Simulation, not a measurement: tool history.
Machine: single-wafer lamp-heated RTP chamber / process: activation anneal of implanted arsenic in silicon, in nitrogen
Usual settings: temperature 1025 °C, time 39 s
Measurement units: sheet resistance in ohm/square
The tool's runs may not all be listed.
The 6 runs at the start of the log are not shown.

run    hour  temperature  time  read-back reference wafer on the same gauge, sheet resistance  sheet resistance
  7   556.9         1035    28                                                         163.02            157.04
      633.1  -- reflector plate cleaned
      642.7  -- pyrometer window cleaned and pyrometer calibrated
  8   648.9         1025    39                                                         163.00            157.85
  9   717.6         1025    39                                                         162.99            156.91
 10   815.6         1025    39                                                         163.08            156.18
 11   856.6         1004    30                                                         162.89            160.88
 12   962.9         1004    30                                                         163.03            162.07
      978.2  -- gauge calibrated
     1102.2  -- pyrometer window cleaned and pyrometer calibrated
 13  1106.3         1025    39                                                         163.07            156.32
     1121.4  -- reflector plate cleaned
 14  1158.1         1025    39                                                         162.98            157.60
 15  1210.8         1025    33                                                         163.00            158.71
 16  1309.4         1010    23                                                         163.04            162.98
 17  1408.5         1040    61                                                         162.95            149.54
 18  1474.6         1025    29                                                         163.03            158.27

For run 19, what comes out?
     1542.5  -- pyrometer window cleaned and pyrometer calibrated
 19  1550.2         1048    60                                                              ?                 ?

{"run 19": {"read-back reference wafer on the same gauge, sheet resistance": 162.98, "sheet resistance": 147.39}}
Were there no unlogged condition in the tool, this run, its random variation unchanged, would have produced sheet resistance 149.10 ohm/square.
